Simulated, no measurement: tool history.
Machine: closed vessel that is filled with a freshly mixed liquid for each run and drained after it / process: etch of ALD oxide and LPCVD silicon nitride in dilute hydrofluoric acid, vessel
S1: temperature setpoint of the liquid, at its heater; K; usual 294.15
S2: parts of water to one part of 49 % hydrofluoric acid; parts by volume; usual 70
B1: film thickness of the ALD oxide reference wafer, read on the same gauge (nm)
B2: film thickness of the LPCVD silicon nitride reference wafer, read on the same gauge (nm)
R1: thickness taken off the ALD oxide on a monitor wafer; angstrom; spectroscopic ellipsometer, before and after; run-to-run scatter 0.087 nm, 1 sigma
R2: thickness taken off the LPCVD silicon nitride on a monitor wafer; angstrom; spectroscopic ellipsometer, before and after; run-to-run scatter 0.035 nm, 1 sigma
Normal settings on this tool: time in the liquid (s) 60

{"run": 1, "hour": 0.0, "S1": 294.15, "S2": 70, "time in the liquid (s)": 60, "B1": 69.97, "B2": 59.99, "R1": 164.9, "R2": 3.47}
{"run": 2, "hour": 66.9, "S1": 294.15, "S2": 70, "time in the liquid (s)": 60, "B1": 70.02, "B2": 60.04, "R1": 166.7, "R2": 3.59}
{"run": 3, "hour": 128.0, "S1": 294.15, "S2": 70, "time in the liquid (s)": 60, "B1": 69.97, "B2": 60.026, "R1": 164.4, "R2": 4.13}
{"run": 4, "hour": 175.9, "S1": 294.15, "S2": 70, "time in the liquid (s)": 60, "B1": 70.01, "B2": 59.998, "R1": 166.3, "R2": 3.1}
{"run": 5, "hour": 208.8, "S1": 294.15, "S2": 70, "time in the liquid (s)": 60, "B1": 70.0, "B2": 59.993, "R1": 165.4, "R2": 3.03}
{"run": 6, "hour": 274.8, "S1": 294.15, "S2": 70, "time in the liquid (s)": 60, "B1": 70.0, "B2": 59.994, "R1": 164.7, "R2": 3.83}
{"run": 7, "hour": 319.0, "S1": 290.65, "S2": 90, "time in the liquid (s)": 85, "B1": 70.01, "B2": 60.017, "R1": 156.1, "R2": 2.32}
{"hour": 343.2, "done": "thermometer replaced"}
{"run": 8, "hour": 367.1, "S1": 294.15, "S2": 70, "time in the liquid (s)": 60, "B1": 70.01, "B2": 60.021, "R1": 167.5, "R2": 3.35}
{"run": 9, "hour": 400.9, "S1": 294.15, "S2": 40, "time in the liquid (s)": 60, "B1": 70.02, "B2": 59.987, "R1": 303.4, "R2": 5.64}
{"run": 10, "hour": 427.6, "S1": 295.65, "S2": 85, "time in the liquid (s)": 60, "B1": 69.99, "B2": 59.979, "R1": 143.1, "R2": 3.4}
{"run": 11, "hour": 483.1, "S1": 294.15, "S2": 70, "time in the liquid (s)": 60, "B1": 70.0, "B2": 60.018, "R1": 166.0, "R2": 3.33}
{"hour": 498.9, "done": "hydrofluoric acid flow meter replaced"}
{"run": 12, "hour": 540.9, "S1": 294.15, "S2": 45, "time in the liquid (s)": 75, "B1": 69.99, "B2": 59.961, "R1": 324.4, "R2": 6.32}
{"run": 13, "hour": 582.4, "S1": 294.15, "S2": 70, "time in the liquid (s)": 60, "B1": 69.98, "B2": 59.994, "R1": 163.1, "R2": 2.69}
{"hour": 638.2, "done": "gauge calibrated"}
{"run": 14, "hour": 640.3, "S1": 291.15, "S2": 105, "time in the liquid (s)": 60, "B1": 70.02, "B2": 60.009, "R1": 92.3, "R2": 1.66}
{"run": 15, "hour": 711.9, "S1": 294.15, "S2": 70, "time in the liquid (s)": 85, "B1": 70.01, "B2": 60.04, "R1": 231.0, "R2": 4.78}
{"run": 16, "hour": 752.9, "S1": 294.15, "S2": 95, "time in the liquid (s)": 60, "B1": 70.0, "B2": 59.989, "R1": 115.9, "R2": 2.37}
{"run": 17, "hour": 820.8, "S1": 290.65, "S2": 105, "time in the liquid (s)": 60, "B1": 69.99, "B2": 59.984, "R1": 90.3, "R2": 1.23}
{"hour": 849.2, "done": "thermometer replaced"}
{"run": 18, "hour": 867.7, "S1": 297.15, "S2": 95, "time in the liquid (s)": 95, "B1": 70.01, "B2": 59.976, "R1": 208.7, "R2": 3.77}
{"run": 19, "hour": 900.2, "S1": 294.15, "S2": 70, "time in the liquid (s)": 30, "B1": 70.02, "B2": 59.996, "R1": 81.3, "R2": 1.8}
{"run": 20, "hour": 924.4, "S1": 296.65, "S2": 70, "time in the liquid (s)": 80, "B1": 70.01, "B2": 60.001, "R1": 242.5, "R2": 4.97}
{"run": 21, "hour": 978.6, "S1": 290.15, "S2": 70, "time in the liquid (s)": 60, "B1": 70.0, "B2": 60.008, "R1": 139.1, "R2": 2.69}
{"run": 22, "hour": 1007.6, "S1": 294.15, "S2": 70, "time in the liquid (s)": 30, "B1": 69.98, "B2": 60.004, "R1": 82.0, "R2": 1.61}
{"run": 23, "hour": 1062.3, "S1": 294.15, "S2": 70, "time in the liquid (s)": 60, "B1": 69.99, "B2": 59.976, "R1": 163.5, "R2": 3.53}
{"run": 24, "hour": 1210.8, "S1": 290.15, "S2": 80, "time in the liquid (s)": 60, "B1": 69.97, "B2": 59.969, "R1": 120.2, "R2": 1.99}
{"run": 25, "hour": 1270.1, "S1": 298.15, "S2": 105, "time in the liquid (s)": 60, "B1": 70.04, "B2": 60.009, "R1": 122.8, "R2": 2.37}

Alternative continuations, all from the tool just after run 25; predict every row:
{"run": "A", "hour": 1270.8, "S1": 294.15, "S2": 70, "time in the liquid (s)": 50, "B1": "?", "B2": "?", "R1": "?", "R2": "?"}
{"run": "B", "hour": 1270.8, "S1": 294.15, "S2": 100, "time in the liquid (s)": 60, "B1": "?", "B2": "?", "R1": "?", "R2": "?"}
{"run": "C", "hour": 1270.8, "S1": 291.65, "S2": 55, "time in the liquid (s)": 50, "B1": "?", "B2": "?", "R1": "?", "R2": "?"}
{"run": "D", "hour": 1270.8, "S1": 297.15, "S2": 95, "time in the liquid (s)": 80, "B1": "?", "B2": "?", "R1": "?", "R2": "?"}
{"run": "E", "hour": 1270.8, "S1": 290.65, "S2": 70, "time in the liquid (s)": 60, "B1": "?", "B2": "?", "R1": "?", "R2": "?"}

run=A B1=70.04 B2=60.007 R1=135.4 R2=2.59
run=B B1=70.04 B2=60.007 R1=109.9 R2=2.20
run=C B1=70.04 B2=60.007 R1=157.8 R2=2.76
run=D B1=70.04 B2=60.007 R1=175.0 R2=3.76
run=E B1=70.04 B2=60.007 R1=140.2 R2=2.44
Without the tool's unlogged condition, the same runs would have read:
run=A R1=133.9 R2=2.57
run=B R1=108.6 R2=2.17
run=C R1=156.1 R2=2.73
run=D R1=173.0 R2=3.72
run=E R1=138.6 R2=2.42
